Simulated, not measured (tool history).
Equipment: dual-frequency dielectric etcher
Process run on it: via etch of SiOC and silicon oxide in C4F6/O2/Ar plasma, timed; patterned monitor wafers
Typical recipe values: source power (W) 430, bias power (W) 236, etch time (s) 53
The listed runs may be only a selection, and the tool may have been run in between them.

| run | day | source power (W) | bias power (W) | etch time (s) | wafers since the last listed run | hours since the last wet clean | hours since the last source power generator calibration | hours since the last bias power generator calibration | hours since the last upper electrode change | hours since the gauge calibration | read-back reference wafer on the same gauge, depth_nm | mean etch depth across the wafer (nm) |
|---|---|---|---|---|---|---|---|---|---|---|---|---|
| 1 | 0 | 370 | 236 | 48 | 0 | 381.6 | 3896.2 | 2489 | 3004.7 | 1120.2 | 60.3 | 55.1 |
|  | 0.629 | wet clean of the chamber |
| 2 | 4.45 | 370 | 236 | 48 | 1669 | 91.7 | 4003 | 2595.8 | 3111.5 | 1227 | 60.2 | 54.5 |
| 3 | 6.638 | 430 | 236 | 53 | 955 | 144.2 | 4055.5 | 2648.3 | 3164 | 1279.5 | 60.2 | 64.5 |
| 4 | 10.721 | 430 | 236 | 53 | 1783 | 242.2 | 4153.5 | 2746.3 | 3262 | 1377.5 | 60.3 | 63.7 |
| 5 | 14.962 | 430 | 236 | 53 | 1852 | 344 | 4255.3 | 2848.1 | 3363.8 | 1479.3 | 60.2 | 63.6 |
|  | 18.3 | wet clean of the chamber |
| 6 | 18.921 | 430 | 236 | 53 | 1292 | 14.9 | 4350.3 | 2943.1 | 3458.8 | 1574.3 | 60.3 | 63.9 |
| 7 | 20.542 | 430 | 236 | 42 | 707 | 53.8 | 4389.2 | 2982 | 3497.7 | 1613.2 | 60.5 | 50.4 |
| 8 | 23.925 | 430 | 236 | 53 | 1477 | 135 | 4470.4 | 3063.2 | 3578.9 | 1694.4 | 60.4 | 63.4 |
| 9 | 27.425 | 430 | 236 | 53 | 1528 | 219 | 4554.4 | 3147.2 | 3662.9 | 1778.4 | 60.2 | 63.6 |
|  | 28.696 | source power generator calibrated |
|  | 31.862 | wet clean of the chamber |
| 10 | 31.883 | 430 | 236 | 58 | 1437 | 0.5 | 76.5 | 3254.2 | 3769.9 | 1885.4 | 60.4 | 70.7 |
| 11 | 35.208 | 430 | 236 | 58 | 1452 | 80.3 | 156.3 | 3334 | 3849.7 | 1965.2 | 60.3 | 70.2 |
| 12 | 37.242 | 430 | 183 | 53 | 888 | 129.1 | 205.1 | 3382.8 | 3898.5 | 2014 | 60.2 | 60.3 |
| 13 | 40.392 | 320 | 273 | 39.5 | 1375 | 204.7 | 280.7 | 3458.4 | 3974.1 | 2089.6 | 60.2 | 43.8 |
| 14 | 44.712 | 430 | 216 | 53 | 1887 | 308.4 | 384.4 | 3562.1 | 4077.8 | 2193.3 | 60.3 | 62.4 |
|  | 47.212 | wet clean of the chamber |
| 15 | 47.233 | 470 | 281 | 65 | 664 | 0.5 | 444.9 | 3622.6 | 4138.3 | 2253.8 | 60.4 | 84.8 |
|  | 50.417 | gauge calibrated |
| 16 | 51.029 | 430 | 199 | 64 | 1657 | 91.6 | 536 | 3713.7 | 4229.4 | 14.7 | 60.4 | 74.6 |

Estimate the outcome of run 17 from the log above:
|  | 52.554 | upper electrode replaced |
|  | 52.704 | bias power generator calibrated |
| 17 | 53.521 | 430 | 236 | 53 | 585 | 151.4 | 595.8 | 19.6 | 23.2 | 74.5 | ? | ? |

Run 17 measured read-back reference wafer on the same gauge, depth_nm 60.2, mean etch depth across the wafer (nm) 64.8.
With no hidden state in the tool, this same run would have given mean etch depth across the wafer (nm) 64.8.
